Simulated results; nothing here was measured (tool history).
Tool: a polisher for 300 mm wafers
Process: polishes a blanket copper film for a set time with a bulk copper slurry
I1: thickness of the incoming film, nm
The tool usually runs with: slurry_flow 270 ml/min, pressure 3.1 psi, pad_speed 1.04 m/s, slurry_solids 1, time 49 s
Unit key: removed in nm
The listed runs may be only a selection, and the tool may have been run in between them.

run 1 day=0 | slurry_flow=270 pressure=3.1 pad_speed=1.04 slurry_solids=1.15 time=49 | I1=2788.1 | removed=451
run 2 day=0.921 | slurry_flow=270 pressure=3.1 pad_speed=1.04 slurry_solids=1.15 time=49 | I1=2836.6 | removed=437.4
-- day=2.771 slurry blender recalibrated
-- day=3.458 worn pad replaced by a new one
run 3 day=4.296 | slurry_flow=270 pressure=2.4 pad_speed=1.04 slurry_solids=1 time=49 | I1=2759.4 | removed=372.8
run 4 day=4.867 | slurry_flow=270 pressure=2.4 pad_speed=1.04 slurry_solids=1 time=49 | I1=2807.2 | removed=355.2
run 5 day=5.417 | slurry_flow=270 pressure=2.4 pad_speed=1.04 slurry_solids=1 time=49 | I1=2772 | removed=344.4
run 6 day=6.5 | slurry_flow=270 pressure=3.1 pad_speed=1.04 slurry_solids=1 time=49 | I1=2796.7 | removed=431.7
-- day=7.254 slurry nozzle cleaned
run 7 day=7.275 | slurry_flow=270 pressure=3.1 pad_speed=1.04 slurry_solids=1 time=49 | I1=2806.8 | removed=425.6
-- day=8.188 worn pad replaced by a new one
run 8 day=8.321 | slurry_flow=270 pressure=3.1 pad_speed=1.3 slurry_solids=1 time=49 | I1=2786.8 | removed=573.5
run 9 day=12.442 | slurry_flow=270 pressure=3.1 pad_speed=1.04 slurry_solids=1 time=38 | I1=2820.2 | removed=322.2
-- day=12.804 slurry blender recalibrated
-- day=13.175 worn pad replaced by a new one
run 10 day=13.45 | slurry_flow=335 pressure=3.1 pad_speed=1.04 slurry_solids=1 time=49 | I1=2786.7 | removed=487.2
run 11 day=14.146 | slurry_flow=270 pressure=3.1 pad_speed=1.04 slurry_solids=1 time=49 | I1=2786.1 | removed=466.2
run 12 day=15.108 | slurry_flow=230 pressure=3.1 pad_speed=1.26 slurry_solids=0.9 time=54 | I1=2774.2 | removed=575
run 13 day=16.329 | slurry_flow=305 pressure=2.8 pad_speed=1.04 slurry_solids=1 time=37 | I1=2842.4 | removed=293.4
-- day=16.646 slurry nozzle cleaned
run 14 day=16.9 | slurry_flow=230 pressure=3.1 pad_speed=1.04 slurry_solids=1 time=40 | I1=2776.2 | removed=335.4
-- day=17.633 worn pad replaced by a new one
-- day=17.638 head pressure recalibrated
run 15 day=21.012 | slurry_flow=230 pressure=3.1 pad_speed=1.04 slurry_solids=1 time=40 | I1=2737.8 | removed=334.9
run 16 day=22.2 | slurry_flow=270 pressure=3.6 pad_speed=1.04 slurry_solids=1 time=60 | I1=2764.5 | removed=573
-- day=22.629 worn pad replaced by a new one
run 17 day=23.454 | slurry_flow=360 pressure=2.7 pad_speed=1.4 slurry_solids=1 time=32 | I1=2784.4 | removed=351.5
run 18 day=24.429 | slurry_flow=270 pressure=3.1 pad_speed=1.04 slurry_solids=1 time=49 | I1=2803.7 | removed=425.7

3 options for the next run, each taken on its own from the tool as it stands now. Forecast them:
run A day=24.446 | slurry_flow=360 pressure=3.1 pad_speed=1.04 slurry_solids=1 time=49 | I1=2782.5 | removed=?
run B day=24.446 | slurry_flow=225 pressure=2.7 pad_speed=1.04 slurry_solids=1.3 time=49 | I1=2782.5 | removed=?
run C day=24.446 | slurry_flow=345 pressure=3.1 pad_speed=1.04 slurry_solids=1 time=49 | I1=2782.5 | removed=?

run=A removed=447.9
run=B removed=390.7
run=C removed=446.3
Without the tool's hidden state the same runs would have given:
run=A removed=513
run=B removed=448.6
run=C removed=511.2
